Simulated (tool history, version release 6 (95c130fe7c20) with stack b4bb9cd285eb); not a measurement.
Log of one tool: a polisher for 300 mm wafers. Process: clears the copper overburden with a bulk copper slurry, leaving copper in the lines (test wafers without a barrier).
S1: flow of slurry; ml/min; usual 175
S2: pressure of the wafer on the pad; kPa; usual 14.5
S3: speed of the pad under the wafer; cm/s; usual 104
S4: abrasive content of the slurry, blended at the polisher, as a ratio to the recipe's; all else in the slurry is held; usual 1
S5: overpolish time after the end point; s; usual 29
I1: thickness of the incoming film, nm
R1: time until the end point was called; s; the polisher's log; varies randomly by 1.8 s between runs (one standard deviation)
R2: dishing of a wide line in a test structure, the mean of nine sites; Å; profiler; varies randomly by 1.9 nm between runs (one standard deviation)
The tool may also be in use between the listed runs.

run 1 hour=0 | S1=175 S2=14.5 S3=104 S4=1 S5=29 | I1=805.6 | R1=119.9 R2=770
run 2 hour=26.2 | S1=175 S2=14.5 S3=104 S4=1 S5=29 | I1=818.2 | R1=125.8 R2=783
run 3 hour=48.6 | S1=175 S2=14.5 S3=104 S4=1 S5=29 | I1=821.2 | R1=126.6 R2=768
run 4 hour=102.4 | S1=175 S2=14.5 S3=104 S4=1 S5=29 | I1=807.8 | R1=124.9 R2=771
-- hour=111.7 worn pad replaced by a new one
-- hour=127.3 slurry blender recalibrated
run 5 hour=135.9 | S1=175 S2=15.9 S3=104 S4=1 S5=29 | I1=807.4 | R1=127.7 R2=797
run 6 hour=220.7 | S1=175 S2=15.9 S3=104 S4=1 S5=29 | I1=812.1 | R1=136.4 R2=751
run 7 hour=234.2 | S1=175 S2=15.9 S3=104 S4=1 S5=29 | I1=825.7 | R1=135.5 R2=732
-- hour=247.3 slurry blender recalibrated, repeated, since the last time left the tool worse
-- hour=264.7 worn pad replaced by a new one
run 8 hour=265.2 | S1=175 S2=14.5 S3=104 S4=1 S5=29 | I1=816.3 | R1=118.9 R2=807
run 9 hour=294.2 | S1=175 S2=14.5 S3=104 S4=1 S5=29 | I1=824.9 | R1=122.7 R2=789
run 10 hour=324.2 | S1=175 S2=14.5 S3=104 S4=1 S5=29 | I1=814.4 | R1=123.4 R2=778
run 11 hour=337.9 | S1=175 S2=14.5 S3=104 S4=1 S5=29 | I1=809.9 | R1=123.9 R2=806
run 12 hour=353.8 | S1=175 S2=14.5 S3=104 S4=1 S5=29 | I1=822.8 | R1=125.7 R2=770
run 13 hour=382.8 | S1=175 S2=14.5 S3=104 S4=1 S5=29 | I1=799.4 | R1=120.7 R2=805
-- hour=395.7 slurry nozzle cleaned
-- hour=425.4 slurry blender recalibrated
-- hour=465 worn pad replaced by a new one
run 14 hour=474.9 | S1=175 S2=14.5 S3=104 S4=1 S5=29 | I1=810.3 | R1=121.4 R2=808
-- hour=491 head pressure recalibrated
run 15 hour=491.5 | S1=175 S2=13.1 S3=104 S4=1 S5=29 | I1=809.2 | R1=128.2 R2=781
run 16 hour=508.5 | S1=215 S2=14.5 S3=124 S4=0.8 S5=18 | I1=822.3 | R1=108.6 R2=648
run 17 hour=529.4 | S1=175 S2=14.5 S3=104 S4=1 S5=29 | I1=809.9 | R1=124.4 R2=800
run 18 hour=561.3 | S1=210 S2=14.5 S3=104 S4=0.9 S5=29 | I1=806.7 | R1=126.5 R2=806
-- hour=581.7 slurry blender recalibrated
run 19 hour=603.5 | S1=175 S2=14.5 S3=104 S4=1 S5=29 | I1=821.8 | R1=121.4 R2=802
-- hour=617.8 worn pad replaced by a new one
run 20 hour=624.2 | S1=215 S2=11 S3=76 S4=1 S5=29 | I1=807.7 | R1=182.7 R2=620
run 21 hour=638.6 | S1=175 S2=18.6 S3=104 S4=1 S5=21 | I1=810.7 | R1=102.1 R2=745
run 22 hour=654.7 | S1=175 S2=10.3 S3=104 S4=1.25 S5=29 | I1=825.4 | R1=143.4 R2=719
run 23 hour=690.7 | S1=175 S2=14.5 S3=104 S4=1 S5=29 | I1=818.8 | R1=126.4 R2=803
run 24 hour=709.7 | S1=175 S2=17.2 S3=104 S4=1.1 S5=29 | I1=828.6 | R1=111.1 R2=858
run 25 hour=724 | S1=175 S2=14.5 S3=104 S4=1 S5=44 | I1=809.7 | R1=126.1 R2=940
run 26 hour=749 | S1=175 S2=14.5 S3=104 S4=1 S5=29 | I1=816 | R1=123.4 R2=735
-- hour=761.1 slurry blender recalibrated
run 27 hour=765.8 | S1=175 S2=14.5 S3=138 S4=1 S5=29 | I1=821.5 | R1=92.7 R2=863
-- hour=799 worn pad replaced by a new one
run 28 hour=799.5 | S1=175 S2=13.1 S3=122 S4=1 S5=14 | I1=820.2 | R1=110.6 R2=592
run 29 hour=832 | S1=175 S2=14.5 S3=72 S4=0.7 S5=29 | I1=821.1 | R1=193.5 R2=673

Hidden state, per run?
removal rate lost through wear of the pad, %: 0 at every run
slurry flow missing at the pad, %: 0 at every run
deviation of the head's pressure from its setpoint, %: 0 at every run
H1: abrasive missing from the slurry, %
run=1 H1=9.3
run=2 H1=11.8
run=3 H1=14
run=4 H1=19.3
run=5 H1=35.1
run=6 H1=43.3
run=7 H1=44.7
run=8 H1=4.97
run=9 H1=7.79
run=10 H1=10.7
run=11 H1=12
run=12 H1=13.6
run=13 H1=16.4
run=14 H1=4.97
run=15 H1=6.59
run=16 H1=8.24
run=17 H1=10.3
run=18 H1=13.4
run=19 H1=4.04
run=20 H1=6.06
run=21 H1=7.46
run=22 H1=9.02
run=23 H1=12.5
run=24 H1=14.4
run=25 H1=15.8
run=26 H1=18.2
run=27 H1=1.43
run=28 H1=4.71
run=29 H1=7.87
